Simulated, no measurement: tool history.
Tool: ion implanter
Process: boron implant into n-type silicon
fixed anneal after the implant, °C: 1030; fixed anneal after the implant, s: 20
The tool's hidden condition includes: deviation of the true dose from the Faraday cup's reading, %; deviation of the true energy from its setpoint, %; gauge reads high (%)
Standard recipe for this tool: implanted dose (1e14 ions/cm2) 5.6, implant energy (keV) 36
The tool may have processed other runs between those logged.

run    hour  implanted dose (1e14 ions/cm2)  implant energy (keV)  wafers since the last listed run  hours since the last dose calibration  hours since the extraction supply was calibrated  hours since the gauge calibration  read-back reference wafer on the same gauge, sheet resistance  sheet resistance of the implanted and annealed layer (ohm/square)
  1       0                             5.6                    41                                 0                                 1497.5                                            1647.4                             1426.8                                                         165.27                                                             182.04
        2.8  -- Faraday cup replaced and dose calibrated
  2    65.2                             5.6                    41                               921                                   62.4                                            1712.6                               1492                                                         165.03                                                             176.24
      113.2  -- gauge calibrated
  3   122.8                            4.62                    29                               849                                    120                                            1770.2                                9.6                                                         164.93                                                             214.62
  4   212.8                            4.62                    29                              1327                                    210                                            1860.2                               99.6                                                         164.76                                                             211.27
  5     312                            4.62                    29                              1463                                  309.2                                            1959.4                              198.8                                                         164.94                                                             214.85
  6   409.9                             5.6                    36                              1444                                  407.1                                            2057.3                              296.7                                                          164.5                                                              177.8
  7   455.2                             5.6                    36                               668                                  452.4                                            2102.6                                342                                                         165.03                                                             177.39
  8   562.9                             5.6                    36                              1588                                  560.1                                            2210.3                              449.7                                                         165.32                                                             178.37
  9   649.1                             5.6                    36                              1271                                  646.3                                            2296.5                              535.9                                                         164.76                                                             177.74
 10   735.7                             5.6                    36                              1277                                  732.9                                            2383.1                              622.5                                                         165.12                                                             178.46
 11   827.5                             5.6                  39.5                              1354                                  824.7                                            2474.9                              714.3                                                         164.89                                                             177.72
 12   901.6                             5.6                    36                              1093                                  898.8                                              2549                              788.4                                                         165.05                                                             179.09
 13     969                             5.6                    36                               994                                  966.2                                            2616.4                              855.8                                                         165.06                                                             178.72
 14  1039.7                            4.37                    36                              1042                                 1036.9                                            2687.1                              926.5                                                         164.77                                                             219.78
 15    1107                            5.21                    36                               992                                 1104.2                                            2754.4                              993.8                                                          164.8                                                             192.66
 16  1150.2                            6.85                    29                               637                                 1147.4                                            2797.6                               1037                                                         165.21                                                             156.12
 17  1195.8                             5.6                    44                               672                                   1193                                            2843.2                             1082.6                                                         165.28                                                             178.39
 18  1262.1                             5.6                    43                               977                                 1259.3                                            2909.5                             1148.9                                                         165.28                                                             176.86
     1330.9  -- gauge calibrated
 19  1490.4                            5.01                    44                              3367                                 1487.6                                            3137.8                              159.5                                                         165.32                                                             195.98
 20  1558.6                             5.6                    30                              1005                                 1555.8                                              3206                              227.7                                                         165.14                                                             186.74
 21  1662.9                             5.6                  43.5                              1538                                 1660.1                                            3310.3                                332                                                         165.19                                                             180.78
 22  1743.5                             5.6                    36                              1188                                 1740.7                                            3390.9                              412.6                                                         164.81                                                             184.65
     1789.6  -- Faraday cup replaced and dose calibrated
 23  1806.7                            6.14                  25.5                               814                                   17.1                                            3454.1                              475.8                                                         164.85                                                             171.16
 24  1846.2                            3.96                  39.5                               582                                   56.6                                            3493.6                              515.3                                                         164.85                                                             233.36
     1860.9  -- extraction supply calibrated
 25    1996                            4.81                    48                              2091                                  206.4                                             135.1                              665.1                                                         164.59                                                              194.6
 26  2090.5                             5.6                  28.5                              1393                                  300.9                                             229.6                              759.6                                                         165.51                                                             181.84
 27  2189.7                             5.6                    36                              1463                                  400.1                                             328.8                              858.8                                                         165.01                                                             177.94
 28  2262.7                            7.06                  27.5                              1076                                  473.1                                             401.8                              931.8                                                          164.7                                                             152.87
 29    2334                             5.6                    36                              1051                                  544.4                                             473.1                             1003.1                                                         165.63                                                             181.36
 30  2395.3                            4.95                  42.5                               904                                  605.7                                             534.4                             1064.4                                                         164.96                                                             193.04
 31    2482                            4.96                    36                              1278                                  692.4                                             621.1                             1151.1                                                         164.75                                                             198.36

Forecast each of these 4 alternatives for the next run:
  A  2482.4                            4.15                    36                                 5                                  692.8                                             621.5                             1151.5                                                              ?                                                                  ?
  B  2482.4                            6.03                    43                                 5                                  692.8                                             621.5                             1151.5                                                              ?                                                                  ?
  C  2482.4                            5.11                    28                                 5                                  692.8                                             621.5                             1151.5                                                              ?                                                                  ?
  D  2482.4                            6.72                    40                                 5                                  692.8                                             621.5                             1151.5                                                              ?                                                                  ?

run  read-back reference wafer on the same gauge, sheet resistance  sheet resistance of the implanted and annealed layer (ohm/square)
  A                                                         165.36                                                             229.18
  B                                                         165.36                                                             165.24
  C                                                         165.36                                                             198.52
  D                                                         165.36                                                              152.4
Without the tool's unlogged condition, the same runs would have read:
run  sheet resistance of the implanted and annealed layer (ohm/square)
  A                                                             226.78
  B                                                             163.53
  C                                                             196.42
  D                                                             150.83
